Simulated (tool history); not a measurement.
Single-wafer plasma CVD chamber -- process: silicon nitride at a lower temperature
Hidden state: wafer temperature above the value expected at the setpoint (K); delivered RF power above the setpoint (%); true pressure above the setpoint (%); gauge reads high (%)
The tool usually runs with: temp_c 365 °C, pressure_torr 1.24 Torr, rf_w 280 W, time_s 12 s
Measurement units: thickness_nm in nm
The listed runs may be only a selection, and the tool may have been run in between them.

run	day	temp_c	pressure_torr	rf_w	time_s	wafers since the last listed run	hours since the last thermocouple change	hours since the last RF generator calibration	hours since the last manometer calibration	hours since the showerhead was replaced	hours since the gauge calibration	read-back reference wafer on the same gauge, thickness_nm	thickness_nm
1	0	365	1.24	280	12	0	1149.7	1510.2	1212.2	4074.4	134.5	10.106	11.233
2	0.462	365	1.24	280	12	187	1160.8	1521.3	1223.3	4085.5	145.6	10.101	11.183
3	0.825	365	1.24	280	12	146	1169.5	1530	1232	4094.2	154.3	10.099	11.209
4	1.325	365	1.24	240	12	202	1181.5	1542	1244	4106.2	166.3	10.098	10.204
5	1.875	365	1.24	240	12	222	1194.7	1555.2	1257.2	4119.4	179.5	10.095	10.216
6	2.425	358	1.24	280	12	222	1207.9	1568.4	1270.4	4132.6	192.7	10.099	11.244
7	2.829	365	1.24	245	12	163	1217.6	1578.1	1280.1	4142.3	202.4	10.103	10.322
# day 3.738: thermocouple changed; heater temperature recalibrated
# day 4.729: showerhead replaced
# day 4.888: RF generator calibrated
8	4.908	365	1.24	245	12	507	28.1	0.5	1330	4.3	252.3	10.102	10.769
9	5.317	365	1.24	245	12	165	37.9	10.3	1339.8	14.1	262.1	10.102	10.769
10	6.046	371	1.02	280	12	294	55.4	27.8	1357.3	31.6	279.6	10.1	11.176
11	6.675	370	1.1	295	12	254	70.5	42.9	1372.4	46.7	294.7	10.106	11.717
# day 7.308: capacitance manometer re-zeroed and calibrated
12	7.567	376	1.24	280	12	225	91.9	64.3	6.2	68.1	316.1	10.103	11.559
# day 7.692: gauge calibrated
13	8.267	365	1.24	280	12	283	108.7	81.1	23	84.9	13.8	10.1	11.616
14	8.608	365	1.24	280	12	138	116.9	89.3	31.2	93.1	22	10.096	11.586
15	9.283	354	1.24	280	13.7	272	133.1	105.5	47.4	109.3	38.2	10.106	13.267
16	9.579	358	1.06	305	14.2	119	140.2	112.6	54.5	116.4	45.3	10.107	14.029
17	9.962	358	1.53	280	12	155	149.4	121.8	63.7	125.6	54.5	10.095	12.047
18	10.575	379	1.24	255	12	247	164.1	136.5	78.4	140.3	69.2	10.1	10.859
19	10.917	365	1.24	265	12	138	172.3	144.7	86.6	148.5	77.4	10.1	11.167

Predict each of these 5 candidate next runs independently; none follows another, all start after run 19:
A	10.933	365	1.01	280	12	6	172.7	145.1	87	148.9	77.8	?	?
B	10.933	377	1.24	225	10.1	6	172.7	145.1	87	148.9	77.8	?	?
C	10.933	365	1.24	280	9.9	6	172.7	145.1	87	148.9	77.8	?	?
D	10.933	352	1.24	335	9.7	6	172.7	145.1	87	148.9	77.8	?	?
E	10.933	351	1.15	280	13.2	6	172.7	145.1	87	148.9	77.8	?	?

run	read-back reference wafer on the same gauge, thickness_nm	thickness_nm
A	10.098	11.095
B	10.098	8.485
C	10.098	9.506
D	10.098	10.387
E	10.098	12.572
Stripped of hidden state, with their random variation kept, the same runs would have yielded:
run	thickness_nm
A	11.277
B	8.632
C	9.662
D	10.553
E	12.778
